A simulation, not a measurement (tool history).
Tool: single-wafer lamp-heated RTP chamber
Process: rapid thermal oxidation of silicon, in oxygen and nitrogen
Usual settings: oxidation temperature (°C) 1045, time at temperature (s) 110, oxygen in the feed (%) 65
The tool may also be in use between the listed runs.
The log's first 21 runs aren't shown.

run,hour,oxidation temperature (°C),time at temperature (s),oxygen in the feed (%),wafers since the last listed run,wafers since the last pyrometer calibration,hours since the oxygen flow controller was replaced,hours since the gauge calibration,"read-back reference wafer on the same gauge, thickness",oxide thickness on the monitor wafer (angstrom)
22,708.6,1045,110,65,203,3553,26.2,236.3,10.451,96.34
23,727.7,1045,110,65,151,3704,45.3,255.4,10.452,96.45
24,749.7,1045,110,65,174,3879,67.3,277.4,10.463,96.17
25,763.3,1068,59,56,107,3987,80.9,291.0,10.456,80.50
26,783.8,1045,110,65,162,4149,101.4,311.5,10.455,96.67
27,802.8,1022,110,90,150,4300,120.4,330.5,10.467,92.14
28,830.5,1045,154,77,219,4520,148.1,358.2,10.478,119.61
29,859.8,1053,134,76,232,4752,177.4,387.5,10.489,118.42
30,886.2,1056,110,73,209,4962,203.8,413.9,10.497,108.27
31,917.7,1045,147,48,249,5212,235.3,445.4,10.489,98.20
32,953.1,1045,110,65,280,5493,270.7,480.8,10.503,96.17
33,967.6,1045,110,82,115,5608,285.2,495.3,10.505,105.27
34,990.2,1045,135,65,179,5787,307.8,517.9,10.511,105.75
35,1010.4,1026,165,57,160,5947,328.0,538.1,10.533,97.23
36,1035.9,1061,110,46,202,6149,353.5,563.6,10.523,95.13
37,1059.0,1065,110,65,183,6333,376.6,586.7,10.541,111.26
38,1072.7,1015,110,76,108,6441,390.3,600.4,10.538,82.88

Forecast each of these 4 alternatives for the next run:
A,1073.1,1022,110,65,3,6444,390.7,600.8,?,?
B,1073.1,1072,138,51,3,6444,390.7,600.8,?,?
C,1073.1,1045,151,65,3,6444,390.7,600.8,?,?
D,1073.1,1045,163,91,3,6444,390.7,600.8,?,?

run,"read-back reference wafer on the same gauge, thickness",oxide thickness on the monitor wafer (angstrom)
A,10.540,82.57
B,10.540,118.59
C,10.540,112.41
D,10.540,131.83
Without the tool's hidden state the same runs would have given:
run,oxide thickness on the monitor wafer (angstrom)
A,81.89
B,117.60
C,111.47
D,130.73

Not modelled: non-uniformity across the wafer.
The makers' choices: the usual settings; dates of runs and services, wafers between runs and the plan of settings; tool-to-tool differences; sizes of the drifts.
